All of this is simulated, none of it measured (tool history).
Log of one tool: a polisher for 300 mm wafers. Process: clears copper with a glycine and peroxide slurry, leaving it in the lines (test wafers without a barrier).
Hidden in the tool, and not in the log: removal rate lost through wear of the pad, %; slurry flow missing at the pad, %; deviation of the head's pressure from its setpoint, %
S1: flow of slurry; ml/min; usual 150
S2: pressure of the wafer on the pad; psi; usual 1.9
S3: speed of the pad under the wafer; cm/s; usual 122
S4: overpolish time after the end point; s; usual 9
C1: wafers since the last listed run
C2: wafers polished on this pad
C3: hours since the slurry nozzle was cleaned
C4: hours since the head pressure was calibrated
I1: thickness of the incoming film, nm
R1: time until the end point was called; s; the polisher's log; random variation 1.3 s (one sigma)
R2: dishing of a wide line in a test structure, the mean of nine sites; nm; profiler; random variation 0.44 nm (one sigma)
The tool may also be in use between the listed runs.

run 1 hour=0.0 | S1=150 S2=1.9 S3=122 S4=9 | C1=0 C2=202 C3=659.3 C4=630.9 | I1=491.3 | R1=115.2 R2=20.1
run 2 hour=7.6 | S1=150 S2=1.9 S3=122 S4=9 | C1=54 C2=257 C3=666.9 C4=638.5 | I1=488.8 | R1=117.4 R2=20.6
run 3 hour=36.0 | S1=150 S2=1.9 S3=122 S4=9 | C1=205 C2=462 C3=695.3 C4=666.9 | I1=498.1 | R1=122.8 R2=19.4
run 4 hour=48.2 | S1=150 S2=1.9 S3=122 S4=9 | C1=88 C2=550 C3=707.5 C4=679.1 | I1=492.3 | R1=121.1 R2=19.4
run 5 hour=56.4 | S1=150 S2=1.9 S3=122 S4=9 | C1=59 C2=610 C3=715.7 C4=687.3 | I1=487.9 | R1=119.2 R2=19.0
run 6 hour=67.3 | S1=150 S2=1.9 S3=122 S4=9 | C1=78 C2=688 C3=726.6 C4=698.2 | I1=496.3 | R1=121.7 R2=19.2
run 7 hour=79.8 | S1=150 S2=1.9 S3=122 S4=9 | C1=90 C2=779 C3=739.1 C4=710.7 | I1=492.6 | R1=125.6 R2=19.5
run 8 hour=88.2 | S1=150 S2=1.9 S3=122 S4=9 | C1=60 C2=839 C3=747.5 C4=719.1 | I1=488.4 | R1=122.5 R2=19.0
run 9 hour=94.6 | S1=150 S2=1.9 S3=122 S4=9 | C1=46 C2=886 C3=753.9 C4=725.5 | I1=487.7 | R1=123.3 R2=19.9
run 10 hour=107.1 | S1=150 S2=1.9 S3=122 S4=9 | C1=90 C2=976 C3=766.4 C4=738.0 | I1=489.3 | R1=122.7 R2=20.0
run 11 hour=121.2 | S1=150 S2=1.9 S3=122 S4=9 | C1=101 C2=1078 C3=780.5 C4=752.1 | I1=486.2 | R1=120.7 R2=19.0
-- hour=130.8 slurry nozzle cleaned
-- hour=143.0 worn pad replaced by a new one
run 12 hour=161.6 | S1=150 S2=1.9 S3=122 S4=9 | C1=255 C2=134 C3=30.8 C4=792.5 | I1=489.9 | R1=115.9 R2=19.7
-- hour=165.7 head pressure recalibrated
run 13 hour=175.1 | S1=150 S2=2.3 S3=146 S4=6 | C1=83 C2=217 C3=44.3 C4=9.4 | I1=490.3 | R1=91.0 R2=17.9
run 14 hour=192.5 | S1=150 S2=1.9 S3=154 S4=9 | C1=125 C2=343 C3=61.7 C4=26.8 | I1=489.7 | R1=101.0 R2=21.7
run 15 hour=200.2 | S1=150 S2=1.6 S3=148 S4=14 | C1=55 C2=398 C3=69.4 C4=34.5 | I1=498.8 | R1=121.7 R2=27.3
run 16 hour=208.9 | S1=150 S2=1.9 S3=122 S4=9 | C1=62 C2=461 C3=78.1 C4=43.2 | I1=491.1 | R1=116.6 R2=19.5
run 17 hour=217.6 | S1=150 S2=1.2 S3=134 S4=9 | C1=62 C2=524 C3=86.8 C4=51.9 | I1=493.3 | R1=149.0 R2=16.6
run 18 hour=226.1 | S1=150 S2=1.9 S3=122 S4=9 | C1=61 C2=586 C3=95.3 C4=60.4 | I1=492.6 | R1=122.7 R2=18.7
run 19 hour=242.3 | S1=130 S2=1.9 S3=148 S4=6 | C1=117 C2=703 C3=111.5 C4=76.6 | I1=490.3 | R1=111.8 R2=14.9
run 20 hour=252.2 | S1=115 S2=1.9 S3=122 S4=9 | C1=71 C2=774 C3=121.4 C4=86.5 | I1=489.1 | R1=130.7 R2=18.2
run 21 hour=263.0 | S1=150 S2=1.9 S3=82 S4=9 | C1=78 C2=852 C3=132.2 C4=97.3 | I1=481.7 | R1=149.4 R2=15.3
run 22 hour=279.0 | S1=130 S2=2.4 S3=158 S4=12 | C1=115 C2=968 C3=148.2 C4=113.3 | I1=487.6 | R1=90.2 R2=27.8
run 23 hour=288.6 | S1=175 S2=1.9 S3=122 S4=9 | C1=69 C2=1037 C3=157.8 C4=122.9 | I1=486.9 | R1=116.0 R2=19.6

5 ways to go on from here, each from the tool as it stands after run 23. What would each give?
run A hour=289.1 | S1=180 S2=1.9 S3=122 S4=9 | C1=3 C2=1041 C3=158.3 C4=123.4 | I1=479.5 | R1=? R2=?
run B hour=289.1 | S1=115 S2=1.9 S3=154 S4=9 | C1=3 C2=1041 C3=158.3 C4=123.4 | I1=479.5 | R1=? R2=?
run C hour=289.1 | S1=125 S2=1.3 S3=86 S4=11 | C1=3 C2=1041 C3=158.3 C4=123.4 | I1=479.5 | R1=? R2=?
run D hour=289.1 | S1=200 S2=2.3 S3=122 S4=12 | C1=3 C2=1041 C3=158.3 C4=123.4 | I1=479.5 | R1=? R2=?
run E hour=289.1 | S1=185 S2=2.3 S3=122 S4=9 | C1=3 C2=1041 C3=158.3 C4=123.4 | I1=479.5 | R1=? R2=?

run=A R1=116.1 R2=19.6
run=B R1=109.2 R2=20.4
run=C R1=187.7 R2=15.8
run=D R1=100.8 R2=26.7
run=E R1=102.0 R2=21.6
Without the tool's hidden state the same runs would have given:
run=A R1=104.7 R2=21.2
run=B R1=98.5 R2=22.0
run=C R1=169.3 R2=17.2
run=D R1=91.0 R2=28.6
run=E R1=92.0 R2=23.3
